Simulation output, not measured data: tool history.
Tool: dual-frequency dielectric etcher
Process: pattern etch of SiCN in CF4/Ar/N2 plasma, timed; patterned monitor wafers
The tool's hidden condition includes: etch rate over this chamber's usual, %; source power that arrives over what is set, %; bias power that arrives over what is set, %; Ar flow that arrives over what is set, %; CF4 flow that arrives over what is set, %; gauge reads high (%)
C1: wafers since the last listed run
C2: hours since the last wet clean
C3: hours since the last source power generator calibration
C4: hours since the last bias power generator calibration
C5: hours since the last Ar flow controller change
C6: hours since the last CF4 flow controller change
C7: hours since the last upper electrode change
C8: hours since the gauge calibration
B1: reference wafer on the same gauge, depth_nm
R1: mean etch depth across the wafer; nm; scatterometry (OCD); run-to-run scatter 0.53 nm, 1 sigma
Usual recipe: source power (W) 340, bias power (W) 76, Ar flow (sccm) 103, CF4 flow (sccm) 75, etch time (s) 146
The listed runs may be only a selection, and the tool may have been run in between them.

run 1 hour=0 | source_power_(W)=340 bias_power_(W)=76 Ar_flow_(sccm)=103 CF4_flow_(sccm)=75 etch_time_(s)=146 | C1=0 C2=0.5 C3=952.1 C4=4018.7 C5=12.1 C6=4121.9 C7=2654.9 C8=955.8 | B1=115.1 | R1=104.6
run 2 hour=64 | source_power_(W)=340 bias_power_(W)=76 Ar_flow_(sccm)=103 CF4_flow_(sccm)=75 etch_time_(s)=146 | C1=552 C2=64.5 C3=1016.1 C4=4082.7 C5=76.1 C6=4185.9 C7=2718.9 C8=1019.8 | B1=115.2 | R1=104
-- hour=152.5 gauge calibrated
run 3 hour=209.4 | source_power_(W)=340 bias_power_(W)=76 Ar_flow_(sccm)=103 CF4_flow_(sccm)=75 etch_time_(s)=146 | C1=1254 C2=209.9 C3=1161.5 C4=4228.1 C5=221.5 C6=4331.3 C7=2864.3 C8=56.9 | B1=115.1 | R1=105.6
-- hour=260.8 upper electrode replaced
run 4 hour=263.5 | source_power_(W)=420 bias_power_(W)=76 Ar_flow_(sccm)=103 CF4_flow_(sccm)=75 etch_time_(s)=146 | C1=259 C2=264 C3=1215.6 C4=4282.2 C5=275.6 C6=4385.4 C7=2.7 C8=111 | B1=114.9 | R1=131
run 5 hour=311.9 | source_power_(W)=340 bias_power_(W)=76 Ar_flow_(sccm)=87 CF4_flow_(sccm)=75 etch_time_(s)=146 | C1=417 C2=312.4 C3=1264 C4=4330.6 C5=324 C6=4433.8 C7=51.1 C8=159.4 | B1=114.9 | R1=108.7
run 6 hour=344.7 | source_power_(W)=340 bias_power_(W)=76 Ar_flow_(sccm)=103 CF4_flow_(sccm)=69 etch_time_(s)=146 | C1=283 C2=345.2 C3=1296.8 C4=4363.4 C5=356.8 C6=4466.6 C7=83.9 C8=192.2 | B1=115 | R1=104.5
-- hour=353.1 bias power generator calibrated
run 7 hour=396 | source_power_(W)=280 bias_power_(W)=76 Ar_flow_(sccm)=103 CF4_flow_(sccm)=75 etch_time_(s)=146 | C1=408 C2=396.5 C3=1348.1 C4=42.9 C5=408.1 C6=4517.9 C7=135.2 C8=243.5 | B1=115 | R1=85.4
-- hour=474.6 wet clean of the chamber
run 8 hour=475.1 | source_power_(W)=260 bias_power_(W)=76 Ar_flow_(sccm)=96 CF4_flow_(sccm)=75 etch_time_(s)=146 | C1=475 C2=0.5 C3=1427.2 C4=122 C5=487.2 C6=4597 C7=214.3 C8=322.6 | B1=114.8 | R1=79.7
run 9 hour=520.5 | source_power_(W)=270 bias_power_(W)=76 Ar_flow_(sccm)=103 CF4_flow_(sccm)=75 etch_time_(s)=146 | C1=391 C2=45.9 C3=1472.6 C4=167.4 C5=532.6 C6=4642.4 C7=259.7 C8=368 | B1=114.9 | R1=82.8
-- hour=533.2 CF4 flow controller replaced
run 10 hour=591.4 | source_power_(W)=340 bias_power_(W)=76 Ar_flow_(sccm)=87 CF4_flow_(sccm)=75 etch_time_(s)=146 | C1=560 C2=116.8 C3=1543.5 C4=238.3 C5=603.5 C6=58.2 C7=330.6 C8=438.9 | B1=114.9 | R1=108.5
run 11 hour=635.9 | source_power_(W)=340 bias_power_(W)=60 Ar_flow_(sccm)=103 CF4_flow_(sccm)=83 etch_time_(s)=146 | C1=383 C2=161.3 C3=1588 C4=282.8 C5=648 C6=102.7 C7=375.1 C8=483.4 | B1=115 | R1=102.6
-- hour=690.7 source power generator calibrated
run 12 hour=704.7 | source_power_(W)=340 bias_power_(W)=76 Ar_flow_(sccm)=103 CF4_flow_(sccm)=75 etch_time_(s)=146 | C1=559 C2=230.1 C3=14 C4=351.6 C5=716.8 C6=171.5 C7=443.9 C8=552.2 | B1=114.8 | R1=101.9
run 13 hour=730.6 | source_power_(W)=370 bias_power_(W)=76 Ar_flow_(sccm)=103 CF4_flow_(sccm)=70 etch_time_(s)=173 | C1=223 C2=256 C3=39.9 C4=377.5 C5=742.7 C6=197.4 C7=469.8 C8=578.1 | B1=115 | R1=130.2
run 14 hour=784.5 | source_power_(W)=340 bias_power_(W)=76 Ar_flow_(sccm)=103 CF4_flow_(sccm)=75 etch_time_(s)=175 | C1=465 C2=309.9 C3=93.8 C4=431.4 C5=796.6 C6=251.3 C7=523.7 C8=632 | B1=114.8 | R1=121.5
run 15 hour=852.4 | source_power_(W)=340 bias_power_(W)=81 Ar_flow_(sccm)=118 CF4_flow_(sccm)=75 etch_time_(s)=122.5 | C1=585 C2=377.8 C3=161.7 C4=499.3 C5=864.5 C6=319.2 C7=591.6 C8=699.9 | B1=115 | R1=84.9
run 16 hour=933.8 | source_power_(W)=390 bias_power_(W)=76 Ar_flow_(sccm)=128 CF4_flow_(sccm)=66 etch_time_(s)=119.5 | C1=702 C2=459.2 C3=243.1 C4=580.7 C5=945.9 C6=400.6 C7=673 C8=781.3 | B1=115 | R1=91.8
-- hour=957.9 wet clean of the chamber
run 17 hour=974.5 | source_power_(W)=270 bias_power_(W)=76 Ar_flow_(sccm)=110 CF4_flow_(sccm)=75 etch_time_(s)=146 | C1=144 C2=16.6 C3=283.8 C4=621.4 C5=986.6 C6=441.3 C7=713.7 C8=822 | B1=114.9 | R1=78.8
run 18 hour=1023 | source_power_(W)=300 bias_power_(W)=82 Ar_flow_(sccm)=113 CF4_flow_(sccm)=83 etch_time_(s)=146 | C1=418 C2=65.1 C3=332.3 C4=669.9 C5=1035.1 C6=489.8 C7=762.2 C8=870.5 | B1=114.8 | R1=91.7
run 19 hour=1051.5 | source_power_(W)=310 bias_power_(W)=91 Ar_flow_(sccm)=123 CF4_flow_(sccm)=75 etch_time_(s)=146 | C1=245 C2=93.6 C3=360.8 C4=698.4 C5=1063.6 C6=518.3 C7=790.7 C8=899 | B1=115 | R1=94.6
run 20 hour=1098.8 | source_power_(W)=340 bias_power_(W)=81 Ar_flow_(sccm)=103 CF4_flow_(sccm)=75 etch_time_(s)=129.5 | C1=408 C2=140.9 C3=408.1 C4=745.7 C5=1110.9 C6=565.6 C7=838 C8=946.3 | B1=115 | R1=91.4
run 21 hour=1167.7 | source_power_(W)=340 bias_power_(W)=76 Ar_flow_(sccm)=103 CF4_flow_(sccm)=75 etch_time_(s)=146 | C1=594 C2=209.8 C3=477 C4=814.6 C5=1179.8 C6=634.5 C7=906.9 C8=1015.2 | B1=114.8 | R1=103.1
run 22 hour=1208.9 | source_power_(W)=340 bias_power_(W)=59 Ar_flow_(sccm)=85 CF4_flow_(sccm)=90 etch_time_(s)=146 | C1=355 C2=251 C3=518.2 C4=855.8 C5=1221 C6=675.7 C7=948.1 C8=1056.4 | B1=114.9 | R1=101.2

Predict each of these 3 candidate next runs independently; none follows another, all start after run 22:
run A hour=1209.4 | source_power_(W)=340 bias_power_(W)=76 Ar_flow_(sccm)=125 CF4_flow_(sccm)=75 etch_time_(s)=146 | C1=4 C2=251.5 C3=518.7 C4=856.3 C5=1221.5 C6=676.2 C7=948.6 C8=1056.9 | B1=? | R1=?
run B hour=1209.4 | source_power_(W)=340 bias_power_(W)=67 Ar_flow_(sccm)=79 CF4_flow_(sccm)=62 etch_time_(s)=146 | C1=4 C2=251.5 C3=518.7 C4=856.3 C5=1221.5 C6=676.2 C7=948.6 C8=1056.9 | B1=? | R1=?
run C hour=1209.4 | source_power_(W)=380 bias_power_(W)=76 Ar_flow_(sccm)=111 CF4_flow_(sccm)=75 etch_time_(s)=120 | C1=4 C2=251.5 C3=518.7 C4=856.3 C5=1221.5 C6=676.2 C7=948.6 C8=1056.9 | B1=? | R1=?

run=A B1=115.2 R1=100.7
run=B B1=115.2 R1=100.7
run=C B1=115.2 R1=94.4
With no hidden state in the tool, these same runs would have given:
run=A R1=98.9
run=B R1=98.9
run=C R1=92.7

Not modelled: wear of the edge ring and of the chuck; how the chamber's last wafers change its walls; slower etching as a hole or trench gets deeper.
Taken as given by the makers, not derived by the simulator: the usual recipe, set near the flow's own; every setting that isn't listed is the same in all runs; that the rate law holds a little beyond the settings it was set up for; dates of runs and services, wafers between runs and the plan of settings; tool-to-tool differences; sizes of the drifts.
